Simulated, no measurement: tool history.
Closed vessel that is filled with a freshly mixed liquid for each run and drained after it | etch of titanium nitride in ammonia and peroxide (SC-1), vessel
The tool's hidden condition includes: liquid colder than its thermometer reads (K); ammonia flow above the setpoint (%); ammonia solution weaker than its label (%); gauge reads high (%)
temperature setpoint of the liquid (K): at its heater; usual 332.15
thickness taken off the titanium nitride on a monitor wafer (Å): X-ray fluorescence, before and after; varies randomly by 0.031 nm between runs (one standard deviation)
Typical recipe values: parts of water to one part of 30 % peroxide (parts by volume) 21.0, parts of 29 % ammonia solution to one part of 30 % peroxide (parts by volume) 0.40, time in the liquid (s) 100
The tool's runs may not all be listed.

run   hour  temperature setpoint of the liquid (K)  parts of water to one part of 30 % peroxide (parts by volume)  parts of 29 % ammonia solution to one part of 30 % peroxide (parts by volume)  time in the liquid (s)  wafers since the last listed run  hours since the thermometer was replaced  hours since the ammonia flow meter was replaced  hours since the drum of ammonia solution was connected  hours since the gauge calibration  read-back film thickness of the titanium nitride reference wafer, read on the same gauge (nm)  thickness taken off the titanium nitride on a monitor wafer (Å)
  1    0.0                                  332.15                                                           21.0                                                                           0.40                     100                                 0                                     894.1                                           1715.1                                                    38.4                              381.1                                                                                        120.001                                                            43.06
  2   28.7                                  332.15                                                           21.0                                                                           0.40                     100                              3829                                     922.8                                           1743.8                                                    67.1                              409.8                                                                                        119.979                                                            43.89
  3   41.8                                  332.15                                                           21.0                                                                           0.40                     100                              1747                                     935.9                                           1756.9                                                    80.2                              422.9                                                                                        119.944                                                            43.06
  4  126.9                                  332.15                                                           21.0                                                                           0.40                     100                             11354                                    1021.0                                           1842.0                                                   165.3                              508.0                                                                                        119.964                                                            42.97
  5  153.2                                  332.15                                                           21.0                                                                           0.40                     100                              3509                                    1047.3                                           1868.3                                                   191.6                              534.3                                                                                        120.029                                                            42.96
  6  185.9                                  332.15                                                           21.0                                                                           0.40                     135                              4363                                    1080.0                                           1901.0                                                   224.3                              567.0                                                                                        120.011                                                            58.35
     189.8  -- gauge calibrated
  7  207.5                                  332.15                                                           21.0                                                                           0.40                     135                              2882                                    1101.6                                           1922.6                                                   245.9                               17.7                                                                                        119.982                                                            57.66
  8  220.3                                  334.65                                                           21.0                                                                           0.40                     100                              1707                                    1114.4                                           1935.4                                                   258.7                               30.5                                                                                        119.987                                                            51.03
     244.6  -- ammonia flow meter replaced
  9  250.0                                  332.15                                                           21.0                                                                           0.40                      65                              3829                                    1144.1                                              5.4                                                   288.4                               60.2                                                                                        120.005                                                            27.49
 10  277.8                                  332.15                                                           21.0                                                                           0.40                      65                              3709                                    1171.9                                             33.2                                                   316.2                               88.0                                                                                        120.010                                                            27.96
 11  292.7                                  332.15                                                           21.0                                                                           0.50                     100                              1988                                    1186.8                                             48.1                                                   331.1                              102.9                                                                                        119.996                                                            44.94
     303.7  -- thermometer replaced
 12  318.6                                  332.15                                                           21.0                                                                           0.40                     100                              3322                                      14.9                                             74.0                                                   357.0                              128.8                                                                                        120.034                                                            43.15
 13  349.7                                  332.15                                                           21.0                                                                           0.20                      40                              4149                                      46.0                                            105.1                                                   388.1                              159.9                                                                                        120.022                                                            14.94
 14  374.9                                  325.15                                                           13.0                                                                           0.55                      55                              3362                                      71.2                                            130.3                                                   413.3                              185.1                                                                                        119.967                                                            19.99
     404.3  -- new drum of ammonia solution connected
 15  404.8                                  322.65                                                           21.0                                                                           0.40                     100                              3856                                     101.1                                            160.2                                                     0.5                              215.0                                                                                        119.967                                                            23.05
 16  418.3                                  339.15                                                           26.5                                                                           0.40                     100                              1801                                     114.6                                            173.7                                                    14.0                              228.5                                                                                        120.021                                                            60.74
 17  442.6                                  332.15                                                           21.0                                                                           0.40                     100                              3242                                     138.9                                            198.0                                                    38.3                              252.8                                                                                        120.011                                                            43.35
 18  493.2                                  332.15                                                           28.0                                                                           0.55                     145                              6751                                     189.5                                            248.6                                                    88.9                              303.4                                                                                        119.981                                                            56.89
 19  515.3                                  332.15                                                           21.0                                                                           0.40                     100                              2948                                     211.6                                            270.7                                                   111.0                              325.5                                                                                        120.004                                                            43.07
 20  529.5                                  326.15                                                           13.0                                                                           0.30                     155                              1894                                     225.8                                            284.9                                                   125.2                              339.7                                                                                        119.989                                                            55.83

Describe how what the log doesn't record of the tool's condition differs between the last listed run preceding each entry between runs and the first listed run following it.
From run 6 to run 7: gauge calibrated (hour 189.8)
  ammonia solution weaker than its label (%): 6.67 -> 7.24
  the result without the hidden state subtracted from the measured one, thickness taken off the titanium nitride on a monitor wafer (Å): -0.77 -> -0.83
From run 8 to run 9: ammonia flow meter replaced (hour 244.6)
  ammonia solution weaker than its label (%): 7.58 -> 8.36
  the result without the hidden state subtracted from the measured one, thickness taken off the titanium nitride on a monitor wafer (Å): -0.77 -> -0.46
From run 11 to run 12: thermometer replaced (hour 303.7)
  ammonia solution weaker than its label (%): 9.49 -> 10.2
  the result without the hidden state subtracted from the measured one, thickness taken off the titanium nitride on a monitor wafer (Å): -0.85 -> -0.89
From run 14 to run 15: new drum of ammonia solution connected (hour 404.3)
  ammonia solution weaker than its label (%): 11.7 -> 0.145
  the result without the hidden state subtracted from the measured one, thickness taken off the titanium nitride on a monitor wafer (Å): -0.45 -> +0.00
